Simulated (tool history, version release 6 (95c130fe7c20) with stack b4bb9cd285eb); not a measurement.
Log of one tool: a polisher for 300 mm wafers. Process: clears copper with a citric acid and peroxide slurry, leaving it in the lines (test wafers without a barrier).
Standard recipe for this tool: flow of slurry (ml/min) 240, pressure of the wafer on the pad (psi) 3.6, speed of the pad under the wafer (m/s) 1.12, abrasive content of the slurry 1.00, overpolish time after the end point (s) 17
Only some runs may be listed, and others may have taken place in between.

run	day	flow of slurry (ml/min)	pressure of the wafer on the pad (psi)	speed of the pad under the wafer (m/s)	abrasive content of the slurry	overpolish time after the end point (s)	wafers since the last listed run	wafers polished on this pad	hours since the slurry nozzle was cleaned	hours since the head pressure was calibrated	hours since the slurry blender was calibrated	incoming thickness of the incoming film, nm	time until the end point was called (s)	dishing of a wide line in a test structure (Å)
1	0.000	240	3.6	1.12	1.00	17	0	4263	309.6	108.4	240.3	233.5	74.1	177
# day 0.729: worn pad replaced by a new one
2	1.738	270	3.6	1.26	1.00	17	296	190	351.3	150.1	282.0	229.5	66.3	183
3	4.321	270	3.6	1.26	1.00	17	488	678	413.3	212.1	344.0	234.2	70.0	176
4	6.000	270	3.6	1.26	1.00	17	317	995	453.6	252.4	384.3	230.6	65.8	182
5	10.067	190	3.6	1.12	1.00	17	768	1764	551.2	350.0	481.9	230.3	76.9	175
# day 10.933: slurry nozzle cleaned
# day 12.333: slurry blender recalibrated
6	12.358	190	3.6	1.12	1.00	17	409	2173	34.2	405.0	0.6	231.6	76.7	173
7	16.688	190	3.6	1.12	1.00	17	818	2991	138.1	508.9	104.5	227.5	75.1	173
# day 18.683: head pressure recalibrated
8	19.404	240	3.6	1.12	1.00	10	497	3489	203.3	17.3	169.7	229.9	74.1	141
9	21.296	240	3.6	1.12	1.00	17	357	3846	248.7	62.7	215.1	231.3	71.2	172
# day 23.996: worn pad replaced by a new one
10	25.454	240	2.9	1.00	1.15	17	754	275	348.5	162.5	314.9	231.1	97.1	157
11	29.758	240	3.6	1.12	0.90	20	813	1089	451.8	265.8	418.2	230.9	74.3	181
12	34.088	240	3.6	1.38	1.20	22	818	1907	555.7	369.7	522.1	230.5	61.7	197
# day 34.667: slurry blender recalibrated
# day 35.558: slurry nozzle cleaned
13	36.879	240	2.5	1.12	1.00	11	503	2411	31.7	436.7	53.1	231.1	103.9	117
14	40.325	240	2.7	1.42	0.90	24	651	3062	114.4	519.4	135.8	228.1	82.0	185

Run 15 is up next; what results do you expect?
# day 42.425: head pressure recalibrated
15	44.138	240	3.6	1.12	1.00	17	704	3766	205.9	41.1	227.3	225.4	?	?

Run 15 came out at time until the end point was called (s) 72.4, dishing of a wide line in a test structure (Å) 177.
If the tool had no hidden condition, the same run with the same run-to-run variation would have returned time until the end point was called (s) 72.4, dishing of a wide line in a test structure (Å) 177.
